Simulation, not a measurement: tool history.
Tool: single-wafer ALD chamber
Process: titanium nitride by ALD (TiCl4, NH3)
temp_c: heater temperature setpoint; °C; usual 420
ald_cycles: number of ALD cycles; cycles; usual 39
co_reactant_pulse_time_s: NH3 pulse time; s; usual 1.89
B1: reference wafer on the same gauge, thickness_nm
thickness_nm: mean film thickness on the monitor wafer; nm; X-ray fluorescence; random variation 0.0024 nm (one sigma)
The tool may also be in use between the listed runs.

{"run": 1, "day": 0.0, "temp_c": 420, "ald_cycles": 45, "co_reactant_pulse_time_s": 1.89, "B1": 0.917, "thickness_nm": 0.928}
{"run": 2, "day": 0.467, "temp_c": 420, "ald_cycles": 39, "co_reactant_pulse_time_s": 1.89, "B1": 0.919, "thickness_nm": 0.805}
{"run": 3, "day": 1.217, "temp_c": 420, "ald_cycles": 39, "co_reactant_pulse_time_s": 1.89, "B1": 0.918, "thickness_nm": 0.806}
{"run": 4, "day": 1.662, "temp_c": 420, "ald_cycles": 39, "co_reactant_pulse_time_s": 1.89, "B1": 0.918, "thickness_nm": 0.808}
{"run": 5, "day": 2.104, "temp_c": 420, "ald_cycles": 39, "co_reactant_pulse_time_s": 1.89, "B1": 0.917, "thickness_nm": 0.807}
{"run": 6, "day": 2.517, "temp_c": 420, "ald_cycles": 39, "co_reactant_pulse_time_s": 1.89, "B1": 0.918, "thickness_nm": 0.809}
{"day": 3.258, "done": "showerhead replaced"}
{"run": 7, "day": 3.279, "temp_c": 420, "ald_cycles": 39, "co_reactant_pulse_time_s": 1.89, "B1": 0.919, "thickness_nm": 0.808}
{"run": 8, "day": 3.688, "temp_c": 420, "ald_cycles": 39, "co_reactant_pulse_time_s": 1.89, "B1": 0.917, "thickness_nm": 0.808}
{"run": 9, "day": 4.088, "temp_c": 420, "ald_cycles": 39, "co_reactant_pulse_time_s": 1.89, "B1": 0.918, "thickness_nm": 0.811}
{"run": 10, "day": 4.562, "temp_c": 420, "ald_cycles": 36, "co_reactant_pulse_time_s": 1.89, "B1": 0.918, "thickness_nm": 0.749}
{"day": 4.996, "done": "thermocouple changed; heater temperature recalibrated"}
{"day": 5.154, "done": "gauge calibrated"}
{"run": 11, "day": 5.179, "temp_c": 420, "ald_cycles": 39, "co_reactant_pulse_time_s": 1.89, "B1": 0.918, "thickness_nm": 0.804}
{"run": 12, "day": 5.717, "temp_c": 420, "ald_cycles": 43, "co_reactant_pulse_time_s": 1.89, "B1": 0.918, "thickness_nm": 0.893}
{"run": 13, "day": 6.375, "temp_c": 408, "ald_cycles": 39, "co_reactant_pulse_time_s": 1.89, "B1": 0.919, "thickness_nm": 0.803}
{"run": 14, "day": 6.804, "temp_c": 420, "ald_cycles": 39, "co_reactant_pulse_time_s": 1.89, "B1": 0.918, "thickness_nm": 0.807}
{"run": 15, "day": 7.4, "temp_c": 409, "ald_cycles": 44, "co_reactant_pulse_time_s": 2.35, "B1": 0.919, "thickness_nm": 0.916}
{"run": 16, "day": 7.733, "temp_c": 409, "ald_cycles": 35, "co_reactant_pulse_time_s": 2.31, "B1": 0.918, "thickness_nm": 0.726}
{"run": 17, "day": 8.321, "temp_c": 420, "ald_cycles": 39, "co_reactant_pulse_time_s": 1.89, "B1": 0.917, "thickness_nm": 0.81}
{"run": 18, "day": 8.6, "temp_c": 420, "ald_cycles": 47, "co_reactant_pulse_time_s": 2.6, "B1": 0.919, "thickness_nm": 0.979}
{"run": 19, "day": 8.975, "temp_c": 412, "ald_cycles": 39, "co_reactant_pulse_time_s": 1.89, "B1": 0.918, "thickness_nm": 0.802}

Forecast each of these 3 alternatives for the next run:
{"run": "A", "day": 8.996, "temp_c": 420, "ald_cycles": 34, "co_reactant_pulse_time_s": 1.89, "B1": "?", "thickness_nm": "?"}
{"run": "B", "day": 8.996, "temp_c": 414, "ald_cycles": 42, "co_reactant_pulse_time_s": 2.43, "B1": "?", "thickness_nm": "?"}
{"run": "C", "day": 8.996, "temp_c": 420, "ald_cycles": 39, "co_reactant_pulse_time_s": 1.19, "B1": "?", "thickness_nm": "?"}

run=A B1=0.918 thickness_nm=0.704
run=B B1=0.918 thickness_nm=0.876
run=C B1=0.918 thickness_nm=0.788
Without the tool's hidden state the same runs would have given:
run=A thickness_nm=0.704
run=B thickness_nm=0.876
run=C thickness_nm=0.788
